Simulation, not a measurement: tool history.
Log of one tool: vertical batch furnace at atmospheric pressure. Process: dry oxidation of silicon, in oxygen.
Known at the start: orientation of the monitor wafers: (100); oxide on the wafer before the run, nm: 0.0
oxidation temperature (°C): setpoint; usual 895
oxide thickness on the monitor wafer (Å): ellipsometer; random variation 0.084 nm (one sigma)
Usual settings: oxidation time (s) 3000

run	hour	oxidation temperature (°C)	oxidation time (s)	read-back reference wafer on the same gauge, thickness	oxide thickness on the monitor wafer (Å)
1	0	895	3480	15.21	180.1
2	176.8	895	3480	15.19	178.7
3	222.3	895	3480	15.19	180.1
4	266.6	909	4080	15.21	229.2
5	303.1	895	3000	15.21	162.5
6	352.3	895	3000	15.2	164.2
7	435.5	895	3000	15.18	163.3
8	512.7	895	4080	15.18	202
9	585.2	895	4080	15.19	203.4
10	652.3	895	4080	15.18	202.7
11	692.2	895	3000	15.22	165.7
12	788.9	895	3000	15.19	165.3
13	869.5	895	3000	15.18	165.8
14	976.6	895	3000	15.19	167.4
# hour 1013.6: thermocouples replaced and temperature profile calibrated
15	1022.3	895	3000	15.21	156.4
16	1077.2	895	3000	15.21	156.6
17	1126.6	910	4050	15.22	224.5
18	1166.8	886	3000	15.19	143.8
19	1204.7	895	1620	15.2	103
# hour 1217.4: gauge calibrated
20	1265.7	885	3000	15.19	141.7
# hour 1311: boat lift adjusted
21	1327	895	3000	15.22	158.4
22	1395.4	895	4320	15.21	201.3
23	1444.2	875	3720	15.2	145.9
24	1525.7	873	3540	15.21	139.5
25	1603.4	883	4440	15.21	180.2
26	1697.4	895	3000	15.2	157.2
27	1737.3	881	3630	15.2	153.9
28	1844.1	895	3000	15.2	159.3
29	1944.4	895	3000	15.2	157.1

5 ways to go on from here, each from the tool as it stands after run 29. What would each give?
A	1949.3	895	3000	?	?
B	1949.3	886	4320	?	?
C	1949.3	909	2520	?	?
D	1949.3	874	3000	?	?
E	1949.3	895	4170	?	?

run	read-back reference wafer on the same gauge, thickness	oxide thickness on the monitor wafer (Å)
A	15.21	158.1
B	15.21	183.5
C	15.21	162.6
D	15.21	125.9
E	15.21	196.9
Without the tool's hidden state the same runs would have given:
run	oxide thickness on the monitor wafer (Å)
A	156.6
B	181.8
C	161.1
D	124.5
E	195
